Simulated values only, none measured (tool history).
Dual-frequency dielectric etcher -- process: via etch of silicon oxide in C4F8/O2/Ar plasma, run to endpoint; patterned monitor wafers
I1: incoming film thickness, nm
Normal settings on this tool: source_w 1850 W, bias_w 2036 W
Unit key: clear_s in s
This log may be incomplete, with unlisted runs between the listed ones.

{"run": 1, "hour": 0.0, "source_w": 1850, "bias_w": 2236, "I1": 1647.2, "clear_s": 323.1}
{"run": 2, "hour": 53.5, "source_w": 1850, "bias_w": 2036, "I1": 1658.1, "clear_s": 333.1}
{"run": 3, "hour": 143.7, "source_w": 1850, "bias_w": 2036, "I1": 1620.8, "clear_s": 328.9}
{"hour": 236.1, "done": "wet clean of the chamber"}
{"run": 4, "hour": 236.6, "source_w": 1850, "bias_w": 2036, "I1": 1653.1, "clear_s": 318.8}
{"run": 5, "hour": 279.0, "source_w": 1850, "bias_w": 2036, "I1": 1663.9, "clear_s": 326.7}
{"run": 6, "hour": 316.2, "source_w": 1850, "bias_w": 1799, "I1": 1629.2, "clear_s": 328.8}
{"run": 7, "hour": 412.8, "source_w": 1850, "bias_w": 1799, "I1": 1656.8, "clear_s": 342.3}
{"hour": 486.0, "done": "bias power generator calibrated"}
{"hour": 497.1, "done": "upper electrode replaced"}
{"hour": 500.8, "done": "source power generator calibrated"}
{"run": 8, "hour": 501.3, "source_w": 1850, "bias_w": 1799, "I1": 1660.2, "clear_s": 345.1}
{"run": 9, "hour": 546.8, "source_w": 1850, "bias_w": 2036, "I1": 1636.5, "clear_s": 327.3}
{"run": 10, "hour": 584.3, "source_w": 1850, "bias_w": 2036, "I1": 1658.7, "clear_s": 333}
{"run": 11, "hour": 631.6, "source_w": 2210, "bias_w": 1805, "I1": 1645.7, "clear_s": 322.2}
{"hour": 680.6, "done": "wet clean of the chamber"}
{"run": 12, "hour": 697.9, "source_w": 1850, "bias_w": 2036, "I1": 1654.8, "clear_s": 319.7}
{"run": 13, "hour": 756.7, "source_w": 2070, "bias_w": 1872, "I1": 1645, "clear_s": 312.3}
{"run": 14, "hour": 805.1, "source_w": 1850, "bias_w": 2036, "I1": 1659.3, "clear_s": 325.5}
{"run": 15, "hour": 881.4, "source_w": 1850, "bias_w": 2036, "I1": 1647.9, "clear_s": 324.5}
{"run": 16, "hour": 952.8, "source_w": 1850, "bias_w": 2036, "I1": 1627.4, "clear_s": 323.3}
{"run": 17, "hour": 1066.3, "source_w": 1850, "bias_w": 1851, "I1": 1642.1, "clear_s": 339.3}
{"hour": 1149.1, "done": "wet clean of the chamber"}
{"run": 18, "hour": 1154.7, "source_w": 2200, "bias_w": 1712, "I1": 1636, "clear_s": 313.7}
{"run": 19, "hour": 1251.5, "source_w": 1550, "bias_w": 2485, "I1": 1653.8, "clear_s": 325.8}
{"run": 20, "hour": 1299.5, "source_w": 1730, "bias_w": 1633, "I1": 1656.9, "clear_s": 360.3}
{"run": 21, "hour": 1374.0, "source_w": 2070, "bias_w": 1788, "I1": 1648.6, "clear_s": 327.5}

Run-by-run hidden state of the tool:
source power that arrives over what is set, %: 0, the same for each run
bias power that arrives over what is set, %: 0, the same for each run
H1: etch rate over this chamber's usual, %
run=1 H1=-2.66
run=2 H1=-3.23
run=3 H1=-4.21
run=4 H1=-0.641
run=5 H1=-1.1
run=6 H1=-1.5
run=7 H1=-2.54
run=8 H1=-3.49
run=9 H1=-3.98
run=10 H1=-4.39
run=11 H1=-4.9
run=12 H1=0.237
run=13 H1=-0.397
run=14 H1=-0.919
run=15 H1=-1.74
run=16 H1=-2.51
run=17 H1=-3.73
run=18 H1=-0.923
run=19 H1=-1.97
run=20 H1=-2.48
run=21 H1=-3.29

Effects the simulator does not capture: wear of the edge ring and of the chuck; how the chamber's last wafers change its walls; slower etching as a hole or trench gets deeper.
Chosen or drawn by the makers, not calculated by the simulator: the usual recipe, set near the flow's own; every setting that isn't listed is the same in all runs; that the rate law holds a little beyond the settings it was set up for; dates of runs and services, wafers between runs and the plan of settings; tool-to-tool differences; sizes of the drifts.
